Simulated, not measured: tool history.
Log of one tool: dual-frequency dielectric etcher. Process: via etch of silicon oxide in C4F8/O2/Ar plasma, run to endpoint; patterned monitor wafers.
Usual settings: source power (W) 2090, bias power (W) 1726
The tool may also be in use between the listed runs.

| run | hour | source power (W) | bias power (W) | incoming incoming film thickness, nm | endpoint time (s) |
|---|---|---|---|---|---|
| 1 | 0 | 2090 | 1474 | 1376.1 | 276.2 |
| 2 | 52.1 | 1700 | 1974 | 1361.5 | 271.1 |
| 3 | 87 | 2450 | 1493 | 1381.9 | 264.2 |
| 4 | 174.1 | 2450 | 1493 | 1357.8 | 258.5 |
| 5 | 218.3 | 2450 | 1493 | 1373.2 | 262.2 |
|  | 260.2 | source power generator calibrated |
| 6 | 260.7 | 2090 | 1726 | 1360.9 | 266.4 |
| 7 | 301.2 | 2090 | 1726 | 1355.4 | 265.6 |
| 8 | 343.7 | 2090 | 1726 | 1374.7 | 270.7 |
|  | 389.2 | wet clean of the chamber |
| 9 | 389.7 | 2090 | 1726 | 1368.5 | 243.3 |
| 10 | 413.7 | 2090 | 1726 | 1370.3 | 244.5 |
| 11 | 477.9 | 1590 | 2027 | 1364.3 | 255.1 |
| 12 | 508.7 | 2480 | 1887 | 1359.7 | 225.2 |
|  | 560.1 | upper electrode replaced |
|  | 576.2 | wet clean of the chamber, repeated, since the last time left the tool worse |
| 13 | 576.7 | 1910 | 1955 | 1371.4 | 259.2 |
|  | 610 | bias power generator calibrated |
| 14 | 615.8 | 1770 | 1726 | 1389.5 | 279.8 |

Forecast run 15:
| 15 | 644.4 | 2560 | 1323 | 1369.2 | ? |

{"run 15": {"endpoint time (s)": 261.2}}
Without the tool's hidden state the same run would have given endpoint time (s) 260.
